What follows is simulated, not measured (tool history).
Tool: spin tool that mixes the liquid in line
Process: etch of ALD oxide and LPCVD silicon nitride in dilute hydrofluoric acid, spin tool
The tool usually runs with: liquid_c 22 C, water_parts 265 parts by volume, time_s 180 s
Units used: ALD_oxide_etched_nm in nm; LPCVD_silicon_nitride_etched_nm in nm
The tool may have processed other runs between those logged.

run     day  liquid_c  water_parts  time_s  read-back film thickness of the ALD oxide reference wafer, read on the same gauge (nm)  read-back film thickness of the LPCVD silicon nitride reference wafer, read on the same gauge (nm)  ALD_oxide_etched_nm  LPCVD_silicon_nitride_etched_nm
  1       0        22          265     180                                                                                   40.02                                                                                                 130                 6.51                            0.234
  2   1.042        24          265     180                                                                                   40.03                                                                                             129.982                 6.95                            0.348
  3   1.692        22          265     180                                                                                   40.01                                                                                             130.004                 6.49                            0.285
  4   2.388        25          265     180                                                                                   40.02                                                                                              130.01                 7.19                            0.411
      2.567  -- gauge calibrated
  5   3.008        25          265     180                                                                                   39.99                                                                                             130.034                 7.25                            0.336
  6   3.592        22          265     180                                                                                   39.98                                                                                             130.017                 6.53                             0.22
  7   3.908      25.5          265     180                                                                                   39.97                                                                                             130.024                 7.39                            0.317
  8   4.379      25.5          265     180                                                                                   40.02                                                                                             129.998                 7.41                            0.376
  9   5.117      25.5          265     180                                                                                   40.01                                                                                             130.003                 7.39                            0.398
 10    5.85        22          265     180                                                                                   40.02                                                                                             129.998                 6.55                            0.266
 11   6.421        22          265     180                                                                                   39.99                                                                                             130.011                 6.48                            0.313
        6.6  -- thermometer replaced
 12   7.138        22          265     180                                                                                   40.04                                                                                             130.026                 7.02                            0.337
 13   7.629      23.5          175     180                                                                                   39.98                                                                                             129.997                12.24                            0.525
      8.217  -- hydrofluoric acid flow meter replaced
 14   8.279      20.5          325     245                                                                                   40.01                                                                                             129.999                 6.37                            0.289
 15   8.946        22          265     180                                                                                   40.02                                                                                             130.016                 6.46                            0.285
 16   9.579        22          265     180                                                                                   39.99                                                                                             129.986                 6.42                            0.326
 17    10.2      17.5          265     180                                                                                   40.03                                                                                             130.011                 5.38                            0.232
 18  10.488        22          265     180                                                                                      40                                                                                             129.982                 6.47                             0.28
 19  10.783        22          345     215                                                                                   39.99                                                                                              129.99                 5.54                             0.32
 20  11.062        25          265     180                                                                                   39.98                                                                                             130.005                 7.19                            0.332
 21  11.338      25.5          185      70                                                                                   40.02                                                                                             129.994                 4.46                            0.175
 22  11.692        22          265      75                                                                                      40                                                                                             130.012                 2.66                            0.129
     11.796  -- gauge calibrated
 23    12.1        22          265     180                                                                                      40                                                                                             130.019                 6.48                             0.29
 24  14.296      18.5          350     180                                                                                   40.01                                                                                             129.977                 4.03                             0.15
 25  14.629      18.5          265     280                                                                                   40.01                                                                                             129.986                 8.89                            0.354
 26  14.979      24.5          220     260                                                                                   39.98                                                                                             129.996                13.13                            0.673

For some of the steps in ALD_oxide_etched_nm from one run to the next: how much would appear even if the tool had no hidden state, given the settings, what came in and random variation, and how much remains for the hidden state plus any gauge scatter that the measured result and the result without hidden state don't share?
Hidden state at play: liquid colder than its thermometer reads (K); hydrofluoric acid flow above the setpoint (%); gauge reads high (%).
Run 11 -> 12: thermometer replaced. ALD_oxide_etched_nm +0.54 nm: hidden state +0.5, all else +0.04.
Run 12 -> 13: liquid_c 22 -> 23.5, water_parts 265 -> 175. ALD_oxide_etched_nm +5.22 nm: hidden state +0.34, all else +4.88.
Run 13 -> 14: liquid_c 23.5 -> 20.5, water_parts 175 -> 325, time_s 180 -> 245, hydrofluoric acid flow meter replaced. ALD_oxide_etched_nm -5.87 nm: hidden state -0.96, all else -4.91.

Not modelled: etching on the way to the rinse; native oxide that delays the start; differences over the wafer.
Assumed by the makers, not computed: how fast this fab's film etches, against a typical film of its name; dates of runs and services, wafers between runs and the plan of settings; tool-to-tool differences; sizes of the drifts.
